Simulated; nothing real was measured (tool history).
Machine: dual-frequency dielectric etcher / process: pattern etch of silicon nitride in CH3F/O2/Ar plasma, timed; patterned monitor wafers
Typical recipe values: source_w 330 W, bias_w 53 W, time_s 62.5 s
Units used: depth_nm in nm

run   hour  source_w  bias_w  time_s  read-back reference wafer on the same gauge, depth_nm  depth_nm
  1    0.0       330      53    54.5                                                  38.41     35.44
      89.1  -- source power generator calibrated
  2   93.6       330      53    54.5                                                  38.41     35.49
  3  113.8       330      53    62.5                                                  38.41     40.78
  4  130.0       330      53    58.5                                                  38.42     38.15
     133.9  -- gauge calibrated
  5  192.3       270      53    48.5                                                  38.41     27.75
  6  222.7       290      46    56.5                                                  38.38     32.19
     263.6  -- upper electrode replaced, of another model than before
  7  264.1       300      47    62.5                                                  38.40     36.56
  8  269.1       280      53    62.5                                                  38.41     38.18
  9  295.7       330      63    72.5                                                  38.43     52.58
 10  314.7       370      63    62.5                                                  38.42     47.81
 11  337.2       280      57    54.0                                                  38.39     34.25
     377.1  -- wet clean of the chamber
 12  377.6       360      66    67.5                                                  38.40     52.17
 13  383.1       370      58    62.5                                                  38.39     45.65
 14  398.2       330      42    71.5                                                  38.37     41.04
     417.4  -- bias power generator calibrated
 15  435.5       330      53    62.5                                                  38.41     40.00
 16  452.1       330      53    62.5                                                  38.41     40.19
 17  469.0       380      53    49.5                                                  38.38     34.09
 18  502.8       330      53    62.5                                                  38.41     40.41
 19  532.5       290      58    76.0                                                  38.41     48.32
 20  567.6       380      44    54.5                                                  38.37     33.79
 21  598.7       330      53    62.5                                                  38.40     40.40
 22  625.6       400      58    62.5                                                  38.36     46.59
 23  648.1       370      62    53.0                                                  38.40     39.30
 24  673.0       330      57    76.0                                                  38.40     51.34
 25  700.7       370      53    62.5                                                  38.42     42.79
 26  723.0       360      53    62.5                                                  38.37     42.27
 27  758.2       330      56    62.5                                                  38.43     41.80
 28  782.5       280      53    56.0                                                  38.39     33.50
     865.4  -- wet clean of the chamber
 29  888.9       330      53    62.5                                                  38.40     40.70

What if the next run were any one of these 5? Each begins from the tool's condition after run 29:
  A  889.3       260      53    62.5                                                      ?         ?
  B  889.3       400      53    50.0                                                      ?         ?
  C  889.3       410      49    48.0                                                      ?         ?
  D  889.3       330      46    62.5                                                      ?         ?
  E  889.3       400      53    55.0                                                      ?         ?

run  read-back reference wafer on the same gauge, depth_nm  depth_nm
  A                                                  38.41     36.22
  B                                                  38.41     35.73
  C                                                  38.41     33.20
  D                                                  38.41     37.55
  E                                                  38.41     39.31
Without the tool's hidden state the same runs would have given:
run  depth_nm
  A     35.68
  B     35.23
  C     32.75
  D     37.04
  E     38.75
